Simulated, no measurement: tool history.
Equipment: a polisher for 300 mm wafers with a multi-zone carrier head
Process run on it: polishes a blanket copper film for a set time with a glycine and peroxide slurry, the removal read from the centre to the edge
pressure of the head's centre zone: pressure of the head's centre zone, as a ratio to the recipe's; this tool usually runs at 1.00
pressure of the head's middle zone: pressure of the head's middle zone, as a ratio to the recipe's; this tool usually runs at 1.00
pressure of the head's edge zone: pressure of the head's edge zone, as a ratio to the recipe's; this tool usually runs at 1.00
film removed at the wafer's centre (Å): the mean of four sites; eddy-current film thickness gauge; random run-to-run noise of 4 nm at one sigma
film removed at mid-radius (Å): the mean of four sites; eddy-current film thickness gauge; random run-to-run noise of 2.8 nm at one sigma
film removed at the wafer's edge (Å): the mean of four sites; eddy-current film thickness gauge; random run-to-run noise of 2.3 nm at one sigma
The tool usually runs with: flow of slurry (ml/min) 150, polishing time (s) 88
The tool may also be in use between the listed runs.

| run | hour | flow of slurry (ml/min) | pressure of the head's centre zone | pressure of the head's middle zone | pressure of the head's edge zone | polishing time (s) | incoming thickness of the incoming film, nm | film removed at the wafer's centre (Å) | film removed at mid-radius (Å) | film removed at the wafer's edge (Å) |
|---|---|---|---|---|---|---|---|---|---|---|
| 1 | 0.0 | 150 | 1.00 | 1.00 | 1.00 | 88 | 1424.5 | 3056 | 3179 | 3204 |
|  | 11.3 | worn pad replaced by a new one |
| 2 | 15.2 | 150 | 1.00 | 1.00 | 1.00 | 88 | 1444.7 | 3015 | 3208 | 3219 |
| 3 | 37.8 | 150 | 1.00 | 1.00 | 1.00 | 88 | 1433.8 | 3041 | 3238 | 3192 |
| 4 | 49.1 | 150 | 0.97 | 1.00 | 1.00 | 73 | 1423.9 | 2367 | 2681 | 2637 |
| 5 | 58.3 | 150 | 1.00 | 1.00 | 1.07 | 88 | 1464.0 | 3055 | 3241 | 3290 |
| 6 | 75.7 | 150 | 1.00 | 1.00 | 1.07 | 88 | 1442.9 | 2967 | 3225 | 3324 |
| 7 | 90.9 | 150 | 1.00 | 1.00 | 0.97 | 88 | 1438.4 | 3003 | 3260 | 3146 |
| 8 | 102.0 | 150 | 1.00 | 1.00 | 1.08 | 88 | 1436.6 | 2980 | 3242 | 3294 |
|  | 113.4 | centre zone pressure recalibrated |
| 9 | 119.8 | 150 | 1.00 | 1.00 | 1.00 | 88 | 1454.0 | 3322 | 3194 | 3203 |
|  | 125.5 | worn pad replaced by a new one |
|  | 125.5 | slurry nozzle cleaned |
| 10 | 130.3 | 150 | 1.00 | 1.00 | 1.00 | 88 | 1426.9 | 3340 | 3223 | 3200 |
| 11 | 147.1 | 150 | 1.00 | 1.00 | 0.97 | 88 | 1439.9 | 3250 | 3221 | 3164 |
| 12 | 157.5 | 150 | 1.00 | 1.00 | 1.00 | 88 | 1423.0 | 3366 | 3260 | 3168 |
| 13 | 163.8 | 195 | 1.00 | 0.95 | 1.00 | 88 | 1412.7 | 3375 | 3199 | 3286 |
|  | 169.8 | edge zone pressure recalibrated |
| 14 | 174.3 | 150 | 1.00 | 1.00 | 0.96 | 109 | 1435.3 | 4044 | 4014 | 3928 |
| 15 | 190.1 | 180 | 1.00 | 1.00 | 1.00 | 112 | 1417.8 | 4247 | 4220 | 4113 |
|  | 207.3 | carrier head's membrane replaced by a new one |
| 16 | 207.8 | 150 | 0.92 | 1.00 | 1.07 | 88 | 1425.5 | 2988 | 3224 | 3279 |

Run 17 has not been measured yet. What should we expect?
| 17 | 223.8 | 150 | 1.00 | 1.00 | 1.00 | 111 | 1419.7 | ? | ? | ? |

For run 17 the tool returned film removed at the wafer's centre (Å) 4026, film removed at mid-radius (Å) 4042, film removed at the wafer's edge (Å) 4057.
With no hidden state in the tool, this same run would have given film removed at the wafer's centre (Å) 4081, film removed at mid-radius (Å) 4042, film removed at the wafer's edge (Å) 4057.

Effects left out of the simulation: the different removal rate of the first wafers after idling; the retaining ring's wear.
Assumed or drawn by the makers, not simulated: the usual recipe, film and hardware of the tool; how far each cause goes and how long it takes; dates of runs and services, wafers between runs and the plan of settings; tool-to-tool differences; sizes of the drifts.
